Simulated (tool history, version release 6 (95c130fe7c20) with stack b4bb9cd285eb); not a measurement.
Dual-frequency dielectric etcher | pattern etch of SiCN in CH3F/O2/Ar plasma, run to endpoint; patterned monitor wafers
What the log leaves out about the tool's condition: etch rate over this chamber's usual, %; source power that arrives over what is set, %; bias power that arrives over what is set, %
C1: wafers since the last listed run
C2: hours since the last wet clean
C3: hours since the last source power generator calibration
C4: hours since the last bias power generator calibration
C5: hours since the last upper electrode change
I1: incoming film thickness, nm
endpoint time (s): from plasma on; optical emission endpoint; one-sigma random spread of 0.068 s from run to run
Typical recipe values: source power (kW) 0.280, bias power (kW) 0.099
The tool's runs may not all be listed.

Run 1, hour 0.0: usual settings; C1 0; C2 502.4; C3 1609.5; C4 3259.0; C5 4037.0; I1 8.11. Result: endpoint time (s) 22.4.
Run 2, hour 40.9: usual settings but source power (kW) 0.330; C1 894; C2 543.3; C3 1650.4; C4 3299.9; C5 4077.9; I1 8.14. Result: endpoint time (s) 21.7.
Run 3, hour 104.4: usual settings but source power (kW) 0.330; C1 1388; C2 606.8; C3 1713.9; C4 3363.4; C5 4141.4; I1 8.01. Result: endpoint time (s) 21.3.
At hour 157.2: wet clean of the chamber.
Run 4, hour 166.9: usual settings but bias power (kW) 0.104; C1 841; C2 9.7; C3 1776.4; C4 3425.9; C5 4203.9; I1 8.05. Result: endpoint time (s) 22.3.
Run 5, hour 198.4: usual settings but bias power (kW) 0.104; C1 688; C2 41.2; C3 1807.9; C4 3457.4; C5 4235.4; I1 8.10. Result: endpoint time (s) 22.4.
Run 6, hour 249.0: usual settings but bias power (kW) 0.119; C1 1106; C2 91.8; C3 1858.5; C4 3508.0; C5 4286.0; I1 8.06. Result: endpoint time (s) 21.2.
Run 7, hour 285.3: usual settings but bias power (kW) 0.119; C1 793; C2 128.1; C3 1894.8; C4 3544.3; C5 4322.3; I1 8.10. Result: endpoint time (s) 21.2.
Run 8, hour 313.5: usual settings but bias power (kW) 0.119; C1 616; C2 156.3; C3 1923.0; C4 3572.5; C5 4350.5; I1 8.16. Result: endpoint time (s) 21.3.
Run 9, hour 361.7: usual settings; C1 1054; C2 204.5; C3 1971.2; C4 3620.7; C5 4398.7; I1 8.12. Result: endpoint time (s) 22.7.
Run 10, hour 397.3: usual settings; C1 778; C2 240.1; C3 2006.8; C4 3656.3; C5 4434.3; I1 8.19. Result: endpoint time (s) 22.9.
Run 11, hour 427.6: usual settings but bias power (kW) 0.093; C1 662; C2 270.4; C3 2037.1; C4 3686.6; C5 4464.6; I1 8.11. Result: endpoint time (s) 23.3.
Run 12, hour 470.1: usual settings; C1 929; C2 312.9; C3 2079.6; C4 3729.1; C5 4507.1; I1 8.12. Result: endpoint time (s) 22.8.
At hour 491.2: bias power generator calibrated.
At hour 518.1: source power generator calibrated.
Run 13, hour 518.6: usual settings; C1 885; C2 361.4; C3 0.5; C4 27.4; C5 4555.6; I1 8.10. Result: endpoint time (s) 22.7.
Run 14, hour 574.3: usual settings but source power (kW) 0.350, bias power (kW) 0.091; C1 1218; C2 417.1; C3 56.2; C4 83.1; C5 4611.3; I1 8.05. Result: endpoint time (s) 22.1.
Run 15, hour 608.5: usual settings but bias power (kW) 0.120; C1 747; C2 451.3; C3 90.4; C4 117.3; C5 4645.5; I1 8.11. Result: endpoint time (s) 20.8.
Run 16, hour 661.4: usual settings but source power (kW) 0.350, bias power (kW) 0.091; C1 1156; C2 504.2; C3 143.3; C4 170.2; C5 4698.4; I1 8.09. Result: endpoint time (s) 22.2.
Run 17, hour 722.3: usual settings but source power (kW) 0.260, bias power (kW) 0.118; C1 1331; C2 565.1; C3 204.2; C4 231.1; C5 4759.3; I1 8.09. Result: endpoint time (s) 21.2.
At hour 760.0: wet clean of the chamber.
At hour 780.0: upper electrode replaced.
Run 18, hour 780.5: usual settings; C1 312; C2 20.5; C3 262.4; C4 289.3; C5 0.5; I1 8.11. Result: endpoint time (s) 22.8.
Run 19, hour 806.2: usual settings but source power (kW) 0.260; C1 562; C2 46.2; C3 288.1; C4 315.0; C5 26.2; I1 8.07. Result: endpoint time (s) 23.0.
Run 20, hour 832.3: usual settings but source power (kW) 0.350, bias power (kW) 0.080; C1 570; C2 72.3; C3 314.2; C4 341.1; C5 52.3; I1 8.20. Result: endpoint time (s) 23.8.
Run 21, hour 890.9: usual settings; C1 1281; C2 130.9; C3 372.8; C4 399.7; C5 110.9; I1 8.01. Result: endpoint time (s) 22.5.
Run 22, hour 961.0: usual settings but source power (kW) 0.310, bias power (kW) 0.113; C1 1533; C2 201.0; C3 442.9; C4 469.8; C5 181.0; I1 8.08. Result: endpoint time (s) 21.0.
Run 23, hour 1028.0: usual settings; C1 1465; C2 268.0; C3 509.9; C4 536.8; C5 248.0; I1 8.10. Result: endpoint time (s) 22.7.
Run 24, hour 1228.1: usual settings; C1 4376; C2 468.1; C3 710.0; C4 736.9; C5 448.1; I1 8.15. Result: endpoint time (s) 22.6.
Run 25, hour 1260.8: usual settings but source power (kW) 0.240, bias power (kW) 0.084; C1 715; C2 500.8; C3 742.7; C4 769.6; C5 480.8; I1 8.11. Result: endpoint time (s) 24.7.
Run 26, hour 1328.3: usual settings but source power (kW) 0.300, bias power (kW) 0.082; C1 1476; C2 568.3; C3 810.2; C4 837.1; C5 548.3; I1 8.10. Result: endpoint time (s) 23.7.

Predict each of these 5 candidate next runs independently; none follows another, all start after run 26:
Run A, hour 1328.7: usual settings but source power (kW) 0.340; C1 8; C2 568.7; C3 810.6; C4 837.5; C5 548.7; I1 8.09. Result: endpoint time (s) ?.
Run B, hour 1328.7: usual settings but bias power (kW) 0.090; C1 8; C2 568.7; C3 810.6; C4 837.5; C5 548.7; I1 8.09. Result: endpoint time (s) ?.
Run C, hour 1328.7: usual settings but source power (kW) 0.220, bias power (kW) 0.080; C1 8; C2 568.7; C3 810.6; C4 837.5; C5 548.7; I1 8.09. Result: endpoint time (s) ?.
Run D, hour 1328.7: usual settings but source power (kW) 0.240, bias power (kW) 0.106; C1 8; C2 568.7; C3 810.6; C4 837.5; C5 548.7; I1 8.09. Result: endpoint time (s) ?.
Run E, hour 1328.7: usual settings but source power (kW) 0.240; C1 8; C2 568.7; C3 810.6; C4 837.5; C5 548.7; I1 8.09. Result: endpoint time (s) ?.

run  endpoint time (s)
  A               21.4
  B               23.1
  C               25.2
  D               22.3
  E               22.9
What these runs would have given with no unlogged condition in the tool:
run  endpoint time (s)
  A               21.8
  B               23.5
  C               25.7
  D               22.7
  E               23.3
